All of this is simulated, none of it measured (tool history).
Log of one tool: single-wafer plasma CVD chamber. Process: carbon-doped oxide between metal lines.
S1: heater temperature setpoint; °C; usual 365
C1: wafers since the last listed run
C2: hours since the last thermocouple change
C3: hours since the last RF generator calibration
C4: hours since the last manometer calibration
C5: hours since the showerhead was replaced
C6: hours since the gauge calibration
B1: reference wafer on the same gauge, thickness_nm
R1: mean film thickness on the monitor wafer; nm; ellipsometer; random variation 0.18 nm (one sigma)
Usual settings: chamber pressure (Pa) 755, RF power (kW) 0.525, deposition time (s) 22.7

{"run": 1, "hour": 0.0, "S1": 365, "chamber pressure (Pa)": 755, "RF power (kW)": 0.5, "deposition time (s)": 22.7, "C1": 0, "C2": 2379.8, "C3": 2031.1, "C4": 1703.4, "C5": 6230.3, "C6": 264.3, "B1": 118.471, "R1": 120.946}
{"run": 2, "hour": 10.5, "S1": 365, "chamber pressure (Pa)": 755, "RF power (kW)": 0.5, "deposition time (s)": 22.7, "C1": 220, "C2": 2390.3, "C3": 2041.6, "C4": 1713.9, "C5": 6240.8, "C6": 274.8, "B1": 118.529, "R1": 120.494}
{"run": 3, "hour": 19.6, "S1": 365, "chamber pressure (Pa)": 755, "RF power (kW)": 0.5, "deposition time (s)": 22.7, "C1": 191, "C2": 2399.4, "C3": 2050.7, "C4": 1723.0, "C5": 6249.9, "C6": 283.9, "B1": 118.48, "R1": 120.577}
{"run": 4, "hour": 28.8, "S1": 365, "chamber pressure (Pa)": 755, "RF power (kW)": 0.525, "deposition time (s)": 22.7, "C1": 193, "C2": 2408.6, "C3": 2059.9, "C4": 1732.2, "C5": 6259.1, "C6": 293.1, "B1": 118.496, "R1": 122.897}
{"run": 5, "hour": 36.5, "S1": 365, "chamber pressure (Pa)": 755, "RF power (kW)": 0.525, "deposition time (s)": 22.7, "C1": 161, "C2": 2416.3, "C3": 2067.6, "C4": 1739.9, "C5": 6266.8, "C6": 300.8, "B1": 118.602, "R1": 122.587}
{"run": 6, "hour": 51.4, "S1": 365, "chamber pressure (Pa)": 755, "RF power (kW)": 0.57, "deposition time (s)": 22.7, "C1": 312, "C2": 2431.2, "C3": 2082.5, "C4": 1754.8, "C5": 6281.7, "C6": 315.7, "B1": 118.549, "R1": 126.35}
{"run": 7, "hour": 66.8, "S1": 365, "chamber pressure (Pa)": 755, "RF power (kW)": 0.525, "deposition time (s)": 22.7, "C1": 323, "C2": 2446.6, "C3": 2097.9, "C4": 1770.2, "C5": 6297.1, "C6": 331.1, "B1": 118.595, "R1": 122.906}
{"run": 8, "hour": 84.5, "S1": 365, "chamber pressure (Pa)": 755, "RF power (kW)": 0.525, "deposition time (s)": 22.7, "C1": 371, "C2": 2464.3, "C3": 2115.6, "C4": 1787.9, "C5": 6314.8, "C6": 348.8, "B1": 118.617, "R1": 122.988}
{"hour": 99.4, "done": "RF generator calibrated"}
{"hour": 105.5, "done": "thermocouple changed; heater temperature recalibrated"}
{"hour": 121.4, "done": "capacitance manometer re-zeroed and calibrated"}
{"run": 9, "hour": 121.9, "S1": 365, "chamber pressure (Pa)": 755, "RF power (kW)": 0.525, "deposition time (s)": 22.7, "C1": 322, "C2": 16.4, "C3": 22.5, "C4": 0.5, "C5": 6352.2, "C6": 386.2, "B1": 118.731, "R1": 122.87}
{"hour": 131.2, "done": "gauge calibrated"}
{"run": 10, "hour": 131.8, "S1": 365, "chamber pressure (Pa)": 755, "RF power (kW)": 0.525, "deposition time (s)": 22.7, "C1": 207, "C2": 26.3, "C3": 32.4, "C4": 10.4, "C5": 6362.1, "C6": 0.6, "B1": 118.11, "R1": 122.52}
{"run": 11, "hour": 143.4, "S1": 365, "chamber pressure (Pa)": 755, "RF power (kW)": 0.45, "deposition time (s)": 22.7, "C1": 243, "C2": 37.9, "C3": 44.0, "C4": 22.0, "C5": 6373.7, "C6": 12.2, "B1": 118.048, "R1": 116.304}
{"hour": 162.8, "done": "showerhead replaced"}
{"run": 12, "hour": 163.3, "S1": 365, "chamber pressure (Pa)": 755, "RF power (kW)": 0.45, "deposition time (s)": 22.7, "C1": 249, "C2": 57.8, "C3": 63.9, "C4": 41.9, "C5": 0.5, "C6": 32.1, "B1": 118.113, "R1": 116.131}
{"run": 13, "hour": 165.2, "S1": 365, "chamber pressure (Pa)": 876, "RF power (kW)": 0.525, "deposition time (s)": 18.2, "C1": 39, "C2": 59.7, "C3": 65.8, "C4": 43.8, "C5": 2.4, "C6": 34.0, "B1": 118.059, "R1": 100.31}
{"run": 14, "hour": 182.4, "S1": 354, "chamber pressure (Pa)": 857, "RF power (kW)": 0.46, "deposition time (s)": 24.2, "C1": 361, "C2": 76.9, "C3": 83.0, "C4": 61.0, "C5": 19.6, "C6": 51.2, "B1": 118.146, "R1": 130.297}
{"run": 15, "hour": 192.5, "S1": 365, "chamber pressure (Pa)": 755, "RF power (kW)": 0.5, "deposition time (s)": 22.7, "C1": 212, "C2": 87.0, "C3": 93.1, "C4": 71.1, "C5": 29.7, "C6": 61.3, "B1": 118.203, "R1": 120.471}
{"run": 16, "hour": 198.6, "S1": 358, "chamber pressure (Pa)": 755, "RF power (kW)": 0.565, "deposition time (s)": 22.7, "C1": 128, "C2": 93.1, "C3": 99.2, "C4": 77.2, "C5": 35.8, "C6": 67.4, "B1": 118.082, "R1": 127.761}
{"run": 17, "hour": 214.8, "S1": 365, "chamber pressure (Pa)": 755, "RF power (kW)": 0.525, "deposition time (s)": 22.7, "C1": 340, "C2": 109.3, "C3": 115.4, "C4": 93.4, "C5": 52.0, "C6": 83.6, "B1": 118.202, "R1": 122.807}
{"run": 18, "hour": 228.9, "S1": 365, "chamber pressure (Pa)": 755, "RF power (kW)": 0.455, "deposition time (s)": 22.7, "C1": 295, "C2": 123.4, "C3": 129.5, "C4": 107.5, "C5": 66.1, "C6": 97.7, "B1": 118.357, "R1": 116.785}
{"run": 19, "hour": 243.9, "S1": 365, "chamber pressure (Pa)": 755, "RF power (kW)": 0.525, "deposition time (s)": 22.7, "C1": 314, "C2": 138.4, "C3": 144.5, "C4": 122.5, "C5": 81.1, "C6": 112.7, "B1": 118.303, "R1": 122.664}
{"run": 20, "hour": 250.1, "S1": 371, "chamber pressure (Pa)": 887, "RF power (kW)": 0.49, "deposition time (s)": 24.9, "C1": 130, "C2": 144.6, "C3": 150.7, "C4": 128.7, "C5": 87.3, "C6": 118.9, "B1": 118.338, "R1": 132.063}
{"run": 21, "hour": 264.0, "S1": 365, "chamber pressure (Pa)": 817, "RF power (kW)": 0.555, "deposition time (s)": 22.7, "C1": 291, "C2": 158.5, "C3": 164.6, "C4": 142.6, "C5": 101.2, "C6": 132.8, "B1": 118.345, "R1": 126.38}
{"run": 22, "hour": 275.8, "S1": 365, "chamber pressure (Pa)": 871, "RF power (kW)": 0.525, "deposition time (s)": 22.7, "C1": 247, "C2": 170.3, "C3": 176.4, "C4": 154.4, "C5": 113.0, "C6": 144.6, "B1": 118.363, "R1": 124.728}
{"run": 23, "hour": 292.9, "S1": 372, "chamber pressure (Pa)": 755, "RF power (kW)": 0.525, "deposition time (s)": 22.7, "C1": 358, "C2": 187.4, "C3": 193.5, "C4": 171.5, "C5": 130.1, "C6": 161.7, "B1": 118.423, "R1": 120.758}
{"run": 24, "hour": 306.8, "S1": 379, "chamber pressure (Pa)": 707, "RF power (kW)": 0.59, "deposition time (s)": 26.3, "C1": 291, "C2": 201.3, "C3": 207.4, "C4": 185.4, "C5": 144.0, "C6": 175.6, "B1": 118.44, "R1": 142.221}

Forecast each of these 3 alternatives for the next run:
{"run": "A", "hour": 307.2, "S1": 365, "chamber pressure (Pa)": 755, "RF power (kW)": 0.525, "deposition time (s)": 22.7, "C1": 8, "C2": 201.7, "C3": 207.8, "C4": 185.8, "C5": 144.4, "C6": 176.0, "B1": "?", "R1": "?"}
{"run": "B", "hour": 307.2, "S1": 372, "chamber pressure (Pa)": 701, "RF power (kW)": 0.445, "deposition time (s)": 22.7, "C1": 8, "C2": 201.7, "C3": 207.8, "C4": 185.8, "C5": 144.4, "C6": 176.0, "B1": "?", "R1": "?"}
{"run": "C", "hour": 307.2, "S1": 355, "chamber pressure (Pa)": 755, "RF power (kW)": 0.455, "deposition time (s)": 19.3, "C1": 8, "C2": 201.7, "C3": 207.8, "C4": 185.8, "C5": 144.4, "C6": 176.0, "B1": "?", "R1": "?"}

run=A B1=118.395 R1=122.554
run=B B1=118.395 R1=112.743
run=C B1=118.395 R1=101.796
Without the tool's hidden state the same runs would have given:
run=A R1=122.088
run=B R1=112.315
run=C R1=101.409
